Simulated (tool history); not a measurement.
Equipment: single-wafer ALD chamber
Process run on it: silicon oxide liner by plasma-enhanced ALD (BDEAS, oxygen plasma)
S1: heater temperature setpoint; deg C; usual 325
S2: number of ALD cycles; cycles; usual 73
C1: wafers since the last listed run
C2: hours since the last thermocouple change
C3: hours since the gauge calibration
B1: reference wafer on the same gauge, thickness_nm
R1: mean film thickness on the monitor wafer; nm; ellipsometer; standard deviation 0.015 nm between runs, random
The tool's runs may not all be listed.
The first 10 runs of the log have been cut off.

{"run": 11, "day": 43.625, "S1": 330, "S2": 67, "C1": 344, "C2": 520.3, "C3": 849.0, "B1": 5.441, "R1": 5.624}
{"run": 12, "day": 46.129, "S1": 328, "S2": 73, "C1": 220, "C2": 580.4, "C3": 909.1, "B1": 5.442, "R1": 6.112}
{"run": 13, "day": 48.879, "S1": 325, "S2": 73, "C1": 242, "C2": 646.4, "C3": 975.1, "B1": 5.437, "R1": 6.16}
{"run": 14, "day": 51.312, "S1": 325, "S2": 73, "C1": 214, "C2": 704.8, "C3": 1033.5, "B1": 5.443, "R1": 6.174}
{"run": 15, "day": 54.288, "S1": 321, "S2": 73, "C1": 262, "C2": 776.2, "C3": 1104.9, "B1": 5.442, "R1": 6.171}
{"run": 16, "day": 56.904, "S1": 329, "S2": 84, "C1": 230, "C2": 839.0, "C3": 1167.7, "B1": 5.441, "R1": 7.002}
{"run": 17, "day": 58.688, "S1": 325, "S2": 64, "C1": 157, "C2": 881.8, "C3": 1210.5, "B1": 5.439, "R1": 5.4}
{"run": 18, "day": 61.879, "S1": 325, "S2": 73, "C1": 281, "C2": 958.4, "C3": 1287.1, "B1": 5.444, "R1": 6.155}
{"run": 19, "day": 65.125, "S1": 339, "S2": 80, "C1": 286, "C2": 1036.3, "C3": 1365.0, "B1": 5.441, "R1": 6.572}
{"run": 20, "day": 68.333, "S1": 337, "S2": 73, "C1": 283, "C2": 1113.3, "C3": 1442.0, "B1": 5.442, "R1": 6.031}
{"run": 21, "day": 71.858, "S1": 335, "S2": 85, "C1": 310, "C2": 1197.9, "C3": 1526.6, "B1": 5.44, "R1": 7.009}
{"day": 72.067, "done": "gauge calibrated"}
{"run": 22, "day": 74.071, "S1": 325, "S2": 82, "C1": 195, "C2": 1251.0, "C3": 48.1, "B1": 5.443, "R1": 6.875}
{"day": 76.375, "done": "thermocouple changed; heater temperature recalibrated"}
{"run": 23, "day": 76.475, "S1": 319, "S2": 68, "C1": 182, "C2": 2.4, "C3": 105.8, "B1": 5.44, "R1": 5.836}
{"run": 24, "day": 78.038, "S1": 320, "S2": 73, "C1": 137, "C2": 39.9, "C3": 143.3, "B1": 5.438, "R1": 6.245}
{"run": 25, "day": 81.967, "S1": 318, "S2": 66, "C1": 346, "C2": 134.2, "C3": 237.6, "B1": 5.44, "R1": 5.667}
{"run": 26, "day": 83.821, "S1": 330, "S2": 67, "C1": 163, "C2": 178.7, "C3": 282.1, "B1": 5.441, "R1": 5.63}
{"run": 27, "day": 85.396, "S1": 337, "S2": 87, "C1": 138, "C2": 216.5, "C3": 319.9, "B1": 5.44, "R1": 7.242}
{"run": 28, "day": 88.167, "S1": 330, "S2": 73, "C1": 244, "C2": 283.0, "C3": 386.4, "B1": 5.437, "R1": 6.146}
{"run": 29, "day": 90.633, "S1": 317, "S2": 62, "C1": 217, "C2": 342.2, "C3": 445.6, "B1": 5.438, "R1": 5.324}
{"run": 30, "day": 92.667, "S1": 325, "S2": 73, "C1": 179, "C2": 391.0, "C3": 494.4, "B1": 5.441, "R1": 6.184}
{"run": 31, "day": 95.467, "S1": 332, "S2": 79, "C1": 247, "C2": 458.2, "C3": 561.6, "B1": 5.437, "R1": 6.593}

Here are 4 independent what-if runs from the current tool condition. What would each one return?
{"run": "A", "day": 95.488, "S1": 325, "S2": 73, "C1": 1, "C2": 458.7, "C3": 562.1, "B1": "?", "R1": "?"}
{"run": "B", "day": 95.488, "S1": 325, "S2": 84, "C1": 1, "C2": 458.7, "C3": 562.1, "B1": "?", "R1": "?"}
{"run": "C", "day": 95.488, "S1": 325, "S2": 66, "C1": 1, "C2": 458.7, "C3": 562.1, "B1": "?", "R1": "?"}
{"run": "D", "day": 95.488, "S1": 332, "S2": 64, "C1": 1, "C2": 458.7, "C3": 562.1, "B1": "?", "R1": "?"}

run=A B1=5.443 R1=6.180
run=B B1=5.443 R1=7.111
run=C B1=5.443 R1=5.588
run=D B1=5.443 R1=5.356
Had the tool no hidden state, the same runs would have come out as:
run=A R1=6.180
run=B R1=7.111
run=C R1=5.587
run=D R1=5.355

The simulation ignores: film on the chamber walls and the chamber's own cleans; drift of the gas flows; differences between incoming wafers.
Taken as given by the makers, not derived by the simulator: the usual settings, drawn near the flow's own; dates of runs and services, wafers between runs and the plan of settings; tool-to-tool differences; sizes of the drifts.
